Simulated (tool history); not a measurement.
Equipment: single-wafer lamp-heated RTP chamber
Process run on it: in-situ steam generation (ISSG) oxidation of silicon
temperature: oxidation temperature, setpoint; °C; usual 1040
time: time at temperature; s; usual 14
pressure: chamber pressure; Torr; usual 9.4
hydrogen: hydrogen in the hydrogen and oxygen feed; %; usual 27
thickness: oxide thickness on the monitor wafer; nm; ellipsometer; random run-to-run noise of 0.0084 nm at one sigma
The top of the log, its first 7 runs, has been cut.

run	hour	temperature	time	pressure	hydrogen	wafers since the last listed run	wafers since the last pyrometer calibration	hours since the pressure gauge was zeroed	hours since the hydrogen flow controller was replaced	hours since the gauge calibration	read-back reference wafer on the same gauge, thickness	thickness
# hour 83.2: pressure gauge zeroed
8	83.7	1040	11	9.4	27	42	7659	0.5	4861.3	438	4.7	5.064
9	99	1040	14	9.4	27	137	7796	15.8	4876.6	453.3	4.699	5.689
10	114.3	1040	14	9.4	27	137	7934	31.1	4891.9	468.6	4.7	5.691
# hour 123.7: hydrogen flow controller replaced
# hour 152.8: pyrometer window cleaned and pyrometer calibrated
# hour 162.3: gauge calibrated
11	164.6	1040	14	9.4	27	308	106	81.4	40.9	2.3	4.701	5.616
12	173	1050	16	8.3	27	75	181	89.8	49.3	10.7	4.701	6.408
13	180.3	1040	14	10.2	27	65	247	97.1	56.6	18	4.701	5.507
14	186.4	1040	18	9.4	31	54	302	103.2	62.7	24.1	4.699	6.58
15	195.8	1040	14	9.4	27	84	386	112.6	72.1	33.5	4.701	5.617
16	206.9	1040	10	9.4	27	99	486	123.7	83.2	44.6	4.701	4.795
17	213.8	1040	16	9.4	27	62	548	130.6	90.1	51.5	4.699	6.013
18	231.5	1040	14	9.4	27	159	707	148.3	107.8	69.2	4.701	5.646
19	240.9	1040	9	9.4	27	84	791	157.7	117.2	78.6	4.698	4.578
20	254.4	1053	16	10.2	27	121	913	171.2	130.7	92.1	4.702	6.317
21	270.9	1040	14	9.4	32	148	1061	187.7	147.2	108.6	4.699	5.888
22	297.2	1040	17	9	27	236	1297	214	173.5	134.9	4.698	6.249
23	304.9	1030	14	10	27	69	1366	221.7	181.2	142.6	4.7	5.309
24	318.6	1040	14	9.8	30	123	1490	235.4	194.9	156.3	4.7	5.732
25	333.3	1040	18	9.4	31	132	1622	250.1	209.6	171	4.701	6.589

What does the tool deliver on the next run?
26	347.3	1040	14	9.4	27	125	1747	264.1	223.6	185	?	?

read-back reference wafer on the same gauge, thickness: 4.701
thickness: 5.631 nm
With no hidden state in the tool, this same run would have given thickness 5.6 nm.
